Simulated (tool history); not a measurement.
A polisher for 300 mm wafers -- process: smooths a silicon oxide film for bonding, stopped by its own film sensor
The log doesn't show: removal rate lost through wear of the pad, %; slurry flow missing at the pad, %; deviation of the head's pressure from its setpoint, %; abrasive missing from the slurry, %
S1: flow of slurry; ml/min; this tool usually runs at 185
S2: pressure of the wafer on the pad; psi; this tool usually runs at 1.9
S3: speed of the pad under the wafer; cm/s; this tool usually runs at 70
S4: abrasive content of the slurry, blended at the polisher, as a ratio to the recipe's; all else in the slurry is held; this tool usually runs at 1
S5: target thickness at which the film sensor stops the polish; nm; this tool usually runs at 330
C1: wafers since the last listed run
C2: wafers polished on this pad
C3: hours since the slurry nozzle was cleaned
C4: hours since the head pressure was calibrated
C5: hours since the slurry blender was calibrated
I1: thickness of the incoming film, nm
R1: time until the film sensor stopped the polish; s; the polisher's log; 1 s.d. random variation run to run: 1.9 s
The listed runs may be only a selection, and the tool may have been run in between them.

run,hour,S1,S2,S3,S4,S5,C1,C2,C3,C4,C5,I1,R1
1,0,185,1.9,60,1,330,0,718,538.3,883.8,94.4,378.2,100.6
# hour 46.7: slurry blender recalibrated
2,66.8,185,2.3,70,1,330,621,1339,605.1,950.6,20.1,377.3,70.8
# hour 98.6: worn pad replaced by a new one
3,115.1,185,2.3,70,1,330,424,158,653.4,998.9,68.4,382.9,79.9
4,164.5,185,2.3,70,1,330,473,631,702.8,1048.3,117.8,376.4,70.4
# hour 210.2: slurry blender recalibrated
# hour 258.2: worn pad replaced by a new one
# hour 291.6: slurry nozzle cleaned
5,347.8,185,1.9,70,1,330,1689,849,56.2,1231.6,137.6,374.1,77.8
# hour 378.4: slurry blender recalibrated
# hour 400.9: worn pad replaced by a new one, of another model than before
6,401.4,185,1.9,70,1,330,456,5,109.8,1285.2,23,379.5,87.7
7,451.1,185,1.9,70,1,330,476,481,159.5,1334.9,72.7,382.2,93.3
8,496.5,230,1.9,70,1,330,435,916,204.9,1380.3,118.1,374,76.6
9,531.7,185,2.3,70,1,330,337,1253,240.1,1415.5,153.3,376.1,77.1
# hour 543.4: slurry blender recalibrated
# hour 554.2: head pressure recalibrated
# hour 564.5: worn pad replaced by a new one
10,579,215,1.9,70,1,338,376,139,287.4,24.8,35.6,380.4,82.3
11,631.5,185,2.1,70,1,314,503,642,339.9,77.3,88.1,376.5,116
12,702.1,220,1.9,70,1,330,676,1318,410.5,147.9,158.7,384.8,103.3
# hour 707.8: slurry blender recalibrated
# hour 720.9: worn pad replaced by a new one
13,752.2,140,1.9,70,1,314,422,300,460.6,198,44.4,384.1,144.7
14,800.9,185,1.6,70,1,338,466,767,509.3,246.7,93.1,380,87.7

Alternative continuations, all from the tool just after run 14; predict every row:
A,801.4,185,1.9,50,1,330,4,771,509.8,247.2,93.6,384.4,?
B,801.4,185,2.2,70,1,330,4,771,509.8,247.2,93.6,384.4,?
C,801.4,240,1.9,70,1.25,330,4,771,509.8,247.2,93.6,384.4,?

run,R1
A,125.5
B,95.3
C,88.4
Take away the tool's hidden state, keep each run's random variation, and the runs would have read:
run,R1
A,126.5
B,96.1
C,89.1

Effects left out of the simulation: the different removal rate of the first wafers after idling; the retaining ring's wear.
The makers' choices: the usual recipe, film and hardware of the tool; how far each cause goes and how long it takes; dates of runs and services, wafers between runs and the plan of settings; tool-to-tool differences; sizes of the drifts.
